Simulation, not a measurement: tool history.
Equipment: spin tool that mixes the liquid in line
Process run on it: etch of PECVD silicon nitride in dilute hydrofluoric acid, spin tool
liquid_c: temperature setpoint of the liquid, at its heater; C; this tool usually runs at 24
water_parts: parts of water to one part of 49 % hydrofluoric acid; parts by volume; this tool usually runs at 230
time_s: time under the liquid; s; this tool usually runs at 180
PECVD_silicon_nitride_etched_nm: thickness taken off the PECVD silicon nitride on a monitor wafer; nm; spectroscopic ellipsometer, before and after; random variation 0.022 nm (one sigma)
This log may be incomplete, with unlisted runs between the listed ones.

| run | hour | liquid_c | water_parts | time_s | wafers since the last listed run | hours since the thermometer was replaced | hours since the hydrofluoric acid flow meter was replaced | hours since the gauge calibration | read-back film thickness of the PECVD silicon nitride reference wafer, read on the same gauge (nm) | PECVD_silicon_nitride_etched_nm |
|---|---|---|---|---|---|---|---|---|---|---|
| 1 | 0 | 24 | 230 | 180 | 0 | 1129.4 | 2564.9 | 122.3 | 90.04 | 3.973 |
|  | 8.1 | gauge calibrated |
| 2 | 14.2 | 24 | 230 | 180 | 82 | 1143.6 | 2579.1 | 6.1 | 89.969 | 4.069 |
| 3 | 27.6 | 24 | 230 | 180 | 77 | 1157 | 2592.5 | 19.5 | 90.01 | 4.012 |
| 4 | 34.4 | 24 | 230 | 180 | 39 | 1163.8 | 2599.3 | 26.3 | 90.012 | 3.982 |
| 5 | 45.6 | 24 | 230 | 180 | 65 | 1175 | 2610.5 | 37.5 | 89.99 | 4.034 |
| 6 | 55.1 | 24 | 230 | 180 | 55 | 1184.5 | 2620 | 47 | 90.027 | 4.056 |
|  | 72.9 | hydrofluoric acid flow meter replaced |
| 7 | 85.5 | 24 | 230 | 180 | 170 | 1214.9 | 12.6 | 77.4 | 89.996 | 4.06 |
| 8 | 102.8 | 24 | 230 | 180 | 100 | 1232.2 | 29.9 | 94.7 | 89.998 | 4.05 |
| 9 | 114.6 | 24 | 230 | 180 | 68 | 1244 | 41.7 | 106.5 | 89.989 | 4.022 |
|  | 131.3 | thermometer replaced |
|  | 134.8 | gauge calibrated |
| 10 | 152 | 24 | 230 | 180 | 211 | 20.7 | 79.1 | 17.2 | 90.035 | 3.398 |
| 11 | 163 | 24 | 335 | 180 | 63 | 31.7 | 90.1 | 28.2 | 90.01 | 2.375 |
| 12 | 178 | 21.5 | 305 | 110 | 87 | 46.7 | 105.1 | 43.2 | 90.013 | 1.362 |

Estimate the outcome of run 13 from the log above:
| 13 | 186.5 | 20.5 | 285 | 135 | 49 | 55.2 | 113.6 | 51.7 | ? | ? |

read-back film thickness of the PECVD silicon nitride reference wafer, read on the same gauge (nm): 89.981
PECVD_silicon_nitride_etched_nm: 1.678 nm
If the tool had no hidden condition, the same run with the same run-to-run variation would have returned PECVD_silicon_nitride_etched_nm 1.655 nm.

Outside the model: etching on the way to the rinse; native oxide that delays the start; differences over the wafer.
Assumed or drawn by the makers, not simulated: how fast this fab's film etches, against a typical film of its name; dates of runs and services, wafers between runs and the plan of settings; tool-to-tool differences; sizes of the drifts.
